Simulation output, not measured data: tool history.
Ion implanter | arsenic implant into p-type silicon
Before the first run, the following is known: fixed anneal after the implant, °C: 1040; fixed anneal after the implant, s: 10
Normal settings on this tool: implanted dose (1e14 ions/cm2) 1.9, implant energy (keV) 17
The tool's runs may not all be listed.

run   hour  implanted dose (1e14 ions/cm2)  implant energy (keV)  read-back reference wafer on the same gauge, sheet resistance  sheet resistance of the implanted and annealed layer (ohm/square)
  1      0                             1.9                    17                                                         403.95                                                             382.56
  2     16                             1.9                    17                                                         404.05                                                             382.67
  3   24.4                             1.9                    17                                                         403.88                                                             383.77
  4   35.5                             1.9                    17                                                         404.02                                                             383.44
  5   51.3                             2.1                  19.5                                                         403.78                                                             349.35
  6   81.8                            1.74                  12.5                                                         403.91                                                             426.87
  7     97                             1.9                    17                                                         403.77                                                             382.59
  8  109.8                             1.9                    17                                                         404.08                                                             383.92
     115.2  -- gauge calibrated
     125.4  -- Faraday cup replaced and dose calibrated
  9  130.9                             1.9                    17                                                         404.14                                                             367.44
 10  139.4                             1.9                    17                                                         403.68                                                             367.64
 11  147.3                            2.35                  13.5                                                         404.19                                                             321.68
 12  160.6                            2.35                  13.5                                                         404.29                                                             322.53
 13  176.5                             1.9                    17                                                         404.05                                                             369.14
 14  194.1                             1.9                  12.5                                                         404.01                                                             383.68

For run 15, what comes out?
     205.8  -- extraction supply calibrated
 15   211                            2.29                  11.5                                                              ?                                                                  ?

Run 15 produced read-back reference wafer on the same gauge, sheet resistance 403.85, sheet resistance of the implanted and annealed layer (ohm/square) 335.11.
Without the tool's hidden state the same run would have given sheet resistance of the implanted and annealed layer (ohm/square) 333.58.
